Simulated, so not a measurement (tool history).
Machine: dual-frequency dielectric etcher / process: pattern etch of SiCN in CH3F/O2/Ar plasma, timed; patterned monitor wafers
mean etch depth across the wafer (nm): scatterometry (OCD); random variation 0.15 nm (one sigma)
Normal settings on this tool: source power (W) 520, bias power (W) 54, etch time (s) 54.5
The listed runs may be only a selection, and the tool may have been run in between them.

run,hour,source power (W),bias power (W),etch time (s),"read-back reference wafer on the same gauge, depth_nm",mean etch depth across the wafer (nm)
1,0.0,560,58,54.5,21.34,24.21
2,44.5,560,58,54.5,21.37,24.13
3,77.2,560,58,54.5,21.45,24.48
4,233.2,520,54,54.5,21.55,23.15
5,277.6,520,54,54.5,21.50,22.42
# hour 320.9: gauge calibrated
# hour 329.2: wet clean of the chamber
6,349.3,610,54,54.5,21.02,24.61
# hour 388.8: source power generator calibrated
7,413.0,610,54,54.5,21.20,24.64
8,438.8,410,46,67.0,21.20,22.69
9,489.3,520,54,54.5,21.30,22.40
# hour 555.5: upper electrode replaced
10,556.0,560,58,54.5,21.32,24.10
# hour 594.3: bias power generator calibrated
11,597.3,520,63,59.5,21.38,25.81
12,668.4,420,59,59.5,21.46,22.02
13,729.4,430,60,62.0,21.47,23.64

Estimate the outcome of run 14 from the log above:
14,781.5,520,54,54.5,?,?

read-back reference wafer on the same gauge, depth_nm: 21.41
mean etch depth across the wafer (nm): 22.99
With no hidden state in the tool, this same run would have given mean etch depth across the wafer (nm) 22.50.

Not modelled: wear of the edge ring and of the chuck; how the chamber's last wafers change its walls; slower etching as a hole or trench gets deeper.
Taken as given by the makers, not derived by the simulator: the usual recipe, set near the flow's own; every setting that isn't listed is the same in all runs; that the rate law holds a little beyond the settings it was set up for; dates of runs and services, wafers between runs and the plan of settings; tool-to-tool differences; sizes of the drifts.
